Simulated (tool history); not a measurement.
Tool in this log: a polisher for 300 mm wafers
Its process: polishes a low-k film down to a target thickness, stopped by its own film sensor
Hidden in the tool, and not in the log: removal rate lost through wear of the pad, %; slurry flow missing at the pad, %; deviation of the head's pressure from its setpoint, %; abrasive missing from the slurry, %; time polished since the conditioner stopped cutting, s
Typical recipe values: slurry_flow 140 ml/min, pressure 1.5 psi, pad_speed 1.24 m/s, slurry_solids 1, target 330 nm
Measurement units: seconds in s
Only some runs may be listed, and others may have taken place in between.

run   hour  slurry_flow  pressure  pad_speed  slurry_solids  target  wafers since the last listed run  wafers polished on this pad  hours since the slurry nozzle was cleaned  hours since the head pressure was calibrated  hours since the slurry blender was calibrated  hours since the conditioning disc was replaced  incoming thickness of the incoming film, nm  seconds
  1      0          140       1.4       1.24              1     330                                 0                          135                                       94.1                                         871.4                                           25.5                                            99.4                                        380.7    102.7
  2   32.4          140       1.4       1.24              1     330                               149                          285                                      126.5                                         903.8                                           57.9                                           131.8                                        376.7     90.8
  3   52.8          140       1.1       1.24              1     330                                94                          379                                      146.9                                         924.2                                           78.3                                           152.2                                        375.9    112.2
  4   65.8          140       1.2       1.44              1     330                                60                          439                                      159.9                                         937.2                                           91.3                                           165.2                                        381.3    102.6
  5     80          140       1.2       1.24              1     330                                65                          505                                      174.1                                         951.4                                          105.5                                           179.4                                        373.4     99.1
  6    104          140       1.2       1.44              1     330                               110                          616                                      198.1                                         975.4                                          129.5                                           203.4                                        386.9    114.3
     127.7  -- conditioning disc replaced and pad reconditioned
  7  139.2          140       1.5       1.24              1     346                               153                          769                                      233.3                                        1010.6                                          164.7                                            11.5                                        381.9       64
  8  164.3          140       1.5       1.64              1     338                               116                          885                                      258.4                                        1035.7                                          189.8                                            36.6                                        376.9     56.1
  9  197.5          155       1.5       1.24              1     330                               153                         1039                                      291.6                                        1068.9                                            223                                            69.8                                        383.5     93.9
 10  210.6          185       1.5       1.24            1.2     330                                60                         1099                                      304.7                                          1082                                          236.1                                            82.9                                        379.9     76.9
     242.4  -- worn pad replaced by a new one
 11  243.6          140       1.5       1.24              1     343                               134                            5                                      337.7                                          1115                                          269.1                                           115.9                                          375     55.1
     252.2  -- head pressure recalibrated
 12  278.4          140       1.5       1.24              1     330                               151                          157                                      372.5                                          26.2                                          303.9                                           150.7                                        380.3    101.6
 13    303          140       1.5       1.24              1     330                               113                          270                                      397.1                                          50.8                                          328.5                                           175.3                                        383.6    110.3
 14    337          140       1.5       1.54              1     345                               157                          428                                      431.1                                          84.8                                          362.5                                           209.3                                        375.3     51.9
 15  366.5          140       1.9       0.88              1     330                               136                          564                                      460.6                                         114.3                                            392                                           238.8                                        383.3      111
 16  402.4          140       1.5       1.52           1.25     330                               166                          730                                      496.5                                         150.2                                          427.9                                           274.7                                        374.6     66.6
     413.6  -- conditioning disc replaced and pad reconditioned
 17  421.3          140       1.9       0.98              1     320                                78                          808                                      515.4                                         169.1                                          446.8                                             7.7                                        382.3    118.9
 18  448.4          140       1.5       1.24              1     330                               125                          933                                      542.5                                         196.2                                          473.9                                            34.8                                        374.2     89.2
 19  460.8          115         1       1.24              1     330                                57                          991                                      554.9                                         208.6                                          486.3                                            47.2                                        383.7      168
     470.5  -- slurry blender recalibrated
 20  488.5          140       1.5       1.24              1     330                               118                         1110                                      582.6                                         236.3                                             18                                            74.9                                        387.4    115.7
 21  508.1          140       1.5       1.24              1     330                                90                         1200                                      602.2                                         255.9                                           37.6                                            94.5                                        378.5     96.1
     517.8  -- worn pad replaced by a new one
 22    530          140       1.5       1.24              1     321                                82                           56                                      624.1                                         277.8                                           59.5                                           116.4                                        386.3      129
 23  561.8          140       1.4       1.24              1     330                               147                          203                                      655.9                                         309.6                                           91.3                                           148.2                                        378.6    103.6
 24  593.5          140       1.5       1.24              1     330                               146                          349                                      687.6                                         341.3                                            123                                           179.9                                        382.7    104.1
 25  629.4          140       1.5       1.24            1.2     337                               166                          515                                      723.5                                         377.2                                          158.9                                           215.8                                        382.9     83.1
     631.1  -- slurry nozzle cleaned
 26  641.9          140       1.5       1.24            1.3     330                                53                          568                                       10.8                                         389.7                                          171.4                                           228.3                                        375.7       77

4 ways to go on from here, each from the tool as it stands after run 26. What would each give?
  A  642.4          140       1.5       1.24              1     337                                 2                          571                                       11.3                                         390.2                                          171.9                                           228.8                                        380.3        ?
  B  642.4           90       1.3       1.24              1     336                                 2                          571                                       11.3                                         390.2                                          171.9                                           228.8                                        380.3        ?
  C  642.4          140       1.8       0.96           0.75     330                                 2                          571                                       11.3                                         390.2                                          171.9                                           228.8                                        380.3        ?
  D  642.4          140       1.9       1.24              1     315                                 2                          571                                       11.3                                         390.2                                          171.9                                           228.8                                        380.3        ?

run  seconds
  A     87.1
  B    113.4
  C    128.7
  D    103.7
With the hidden condition removed and each run's random variation left untouched, the same runs would have given:
run  seconds
  A     89.6
  B    116.6
  C    132.5
  D    106.7
